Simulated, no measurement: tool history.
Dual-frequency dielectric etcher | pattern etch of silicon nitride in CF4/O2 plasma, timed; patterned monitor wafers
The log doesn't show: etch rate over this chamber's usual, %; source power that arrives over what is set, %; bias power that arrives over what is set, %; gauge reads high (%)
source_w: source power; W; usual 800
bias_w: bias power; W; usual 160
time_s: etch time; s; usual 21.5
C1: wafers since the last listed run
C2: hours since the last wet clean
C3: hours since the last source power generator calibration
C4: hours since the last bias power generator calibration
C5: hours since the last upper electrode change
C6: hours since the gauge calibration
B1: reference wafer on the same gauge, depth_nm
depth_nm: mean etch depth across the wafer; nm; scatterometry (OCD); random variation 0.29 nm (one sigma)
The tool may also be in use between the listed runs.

run 1 day=0 | source_w=800 bias_w=140 time_s=21.5 | C1=0 C2=413.6 C3=3568.1 C4=3010 C5=3421.5 C6=293.1 | B1=66.5 | depth_nm=69.4
run 2 day=0.454 | source_w=940 bias_w=160 time_s=21.5 | C1=235 C2=424.5 C3=3579 C4=3020.9 C5=3432.4 C6=304 | B1=66.5 | depth_nm=82.6
run 3 day=2.012 | source_w=940 bias_w=160 time_s=21.5 | C1=809 C2=461.9 C3=3616.4 C4=3058.3 C5=3469.8 C6=341.4 | B1=66.6 | depth_nm=82.3
run 4 day=2.742 | source_w=800 bias_w=160 time_s=24.5 | C1=378 C2=479.4 C3=3633.9 C4=3075.8 C5=3487.3 C6=358.9 | B1=66.6 | depth_nm=83
run 5 day=3.454 | source_w=800 bias_w=160 time_s=24.5 | C1=370 C2=496.5 C3=3651 C4=3092.9 C5=3504.4 C6=376 | B1=66.5 | depth_nm=82.9
run 6 day=3.875 | source_w=800 bias_w=160 time_s=24.5 | C1=218 C2=506.6 C3=3661.1 C4=3103 C5=3514.5 C6=386.1 | B1=66.5 | depth_nm=83.5
run 7 day=4.542 | source_w=800 bias_w=160 time_s=21.5 | C1=346 C2=522.6 C3=3677.1 C4=3119 C5=3530.5 C6=402.1 | B1=66.5 | depth_nm=73.4
-- day=5.708 wet clean of the chamber
run 8 day=5.729 | source_w=800 bias_w=160 time_s=21.5 | C1=97 C2=0.5 C3=3705.6 C4=3147.5 C5=3559 C6=430.6 | B1=66.5 | depth_nm=71.1
run 9 day=5.742 | source_w=800 bias_w=160 time_s=21.5 | C1=6 C2=0.8 C3=3705.9 C4=3147.8 C5=3559.3 C6=430.9 | B1=66.5 | depth_nm=70.9
run 10 day=5.788 | source_w=800 bias_w=160 time_s=25 | C1=23 C2=1.9 C3=3707 C4=3148.9 C5=3560.4 C6=432 | B1=66.5 | depth_nm=82.1
run 11 day=6.05 | source_w=800 bias_w=160 time_s=25 | C1=136 C2=8.2 C3=3713.3 C4=3155.2 C5=3566.7 C6=438.3 | B1=66.5 | depth_nm=82.4
run 12 day=6.433 | source_w=800 bias_w=160 time_s=21.5 | C1=199 C2=17.4 C3=3722.5 C4=3164.4 C5=3575.9 C6=447.5 | B1=66.5 | depth_nm=71.3
-- day=6.492 gauge calibrated
run 13 day=6.971 | source_w=800 bias_w=160 time_s=21.5 | C1=279 C2=30.3 C3=3735.4 C4=3177.3 C5=3588.8 C6=11.5 | B1=66.5 | depth_nm=70.6
run 14 day=7.542 | source_w=800 bias_w=160 time_s=21.5 | C1=296 C2=44 C3=3749.1 C4=3191 C5=3602.5 C6=25.2 | B1=66.5 | depth_nm=71.3
-- day=8.35 source power generator calibrated
run 15 day=8.371 | source_w=800 bias_w=160 time_s=15.5 | C1=344 C2=63.9 C3=0.5 C4=3210.9 C5=3622.4 C6=45.1 | B1=66.4 | depth_nm=51.4
run 16 day=8.633 | source_w=660 bias_w=193 time_s=23.5 | C1=136 C2=70.2 C3=6.8 C4=3217.2 C5=3628.7 C6=51.4 | B1=66.4 | depth_nm=72
run 17 day=8.983 | source_w=800 bias_w=160 time_s=21.5 | C1=181 C2=78.6 C3=15.2 C4=3225.6 C5=3637.1 C6=59.8 | B1=66.5 | depth_nm=71.1
-- day=10.225 upper electrode replaced
run 18 day=10.246 | source_w=800 bias_w=160 time_s=21.5 | C1=136 C2=108.9 C3=45.5 C4=3255.9 C5=0.5 C6=90.1 | B1=66.4 | depth_nm=71.3
run 19 day=10.258 | source_w=610 bias_w=135 time_s=19.5 | C1=6 C2=109.2 C3=45.8 C4=3256.2 C5=0.8 C6=90.4 | B1=66.4 | depth_nm=49.3
-- day=10.65 bias power generator calibrated
run 20 day=10.892 | source_w=920 bias_w=160 time_s=28 | C1=242 C2=124.4 C3=61 C4=5.8 C5=16 C6=105.6 | B1=66.6 | depth_nm=104.8
run 21 day=11.625 | source_w=800 bias_w=160 time_s=21.5 | C1=381 C2=142 C3=78.6 C4=23.4 C5=33.6 C6=123.2 | B1=66.5 | depth_nm=71.1
run 22 day=11.925 | source_w=960 bias_w=160 time_s=17 | C1=155 C2=149.2 C3=85.8 C4=30.6 C5=40.8 C6=130.4 | B1=66.4 | depth_nm=65.7
run 23 day=12.354 | source_w=700 bias_w=145 time_s=27 | C1=222 C2=159.5 C3=96.1 C4=40.9 C5=51.1 C6=140.7 | B1=66.5 | depth_nm=78.9
run 24 day=12.946 | source_w=740 bias_w=160 time_s=21.5 | C1=307 C2=173.7 C3=110.3 C4=55.1 C5=65.3 C6=154.9 | B1=66.5 | depth_nm=67.9
run 25 day=13.258 | source_w=800 bias_w=160 time_s=21.5 | C1=162 C2=181.2 C3=117.8 C4=62.6 C5=72.8 C6=162.4 | B1=66.5 | depth_nm=71.5
run 26 day=13.696 | source_w=800 bias_w=160 time_s=27.5 | C1=227 C2=191.7 C3=128.3 C4=73.1 C5=83.3 C6=172.9 | B1=66.5 | depth_nm=92.1
run 27 day=14.171 | source_w=800 bias_w=160 time_s=24.5 | C1=246 C2=203.1 C3=139.7 C4=84.5 C5=94.7 C6=184.3 | B1=66.5 | depth_nm=82.6
run 28 day=14.921 | source_w=800 bias_w=135 time_s=21.5 | C1=389 C2=221.1 C3=157.7 C4=102.5 C5=112.7 C6=202.3 | B1=66.5 | depth_nm=67.7
run 29 day=15.629 | source_w=800 bias_w=160 time_s=21.5 | C1=368 C2=238.1 C3=174.7 C4=119.5 C5=129.7 C6=219.3 | B1=66.4 | depth_nm=71.8

Hidden state at the last listed run before each entry between runs and at the first one after, where it differs:
Between runs 7 and 8: wet clean of the chamber (day 5.708)
  etch rate over this chamber's usual, %: 3.02 -> -0.124
  measured less the result without the state, depth_nm: +2.1 -> -0.1 nm
Between runs 12 and 13: gauge calibrated (day 6.492)
  etch rate over this chamber's usual, %: -0.0166 -> 0.0654
  measured less the result without the state, depth_nm: -0.1 -> +0 nm
Between runs 14 and 15: source power generator calibrated (day 8.35)
  etch rate over this chamber's usual, %: 0.152 -> 0.279
  measured less the result without the state, depth_nm: +0.1 -> +0.2 nm
Between runs 17 and 18: upper electrode replaced (day 10.225)
  etch rate over this chamber's usual, %: 0.372 -> 0.565
  measured less the result without the state, depth_nm: +0.3 -> +0.4 nm
Between runs 19 and 20: bias power generator calibrated (day 10.65)
  etch rate over this chamber's usual, %: 0.567 -> 0.664
  measured less the result without the state, depth_nm: +0.2 -> +0.7 nm
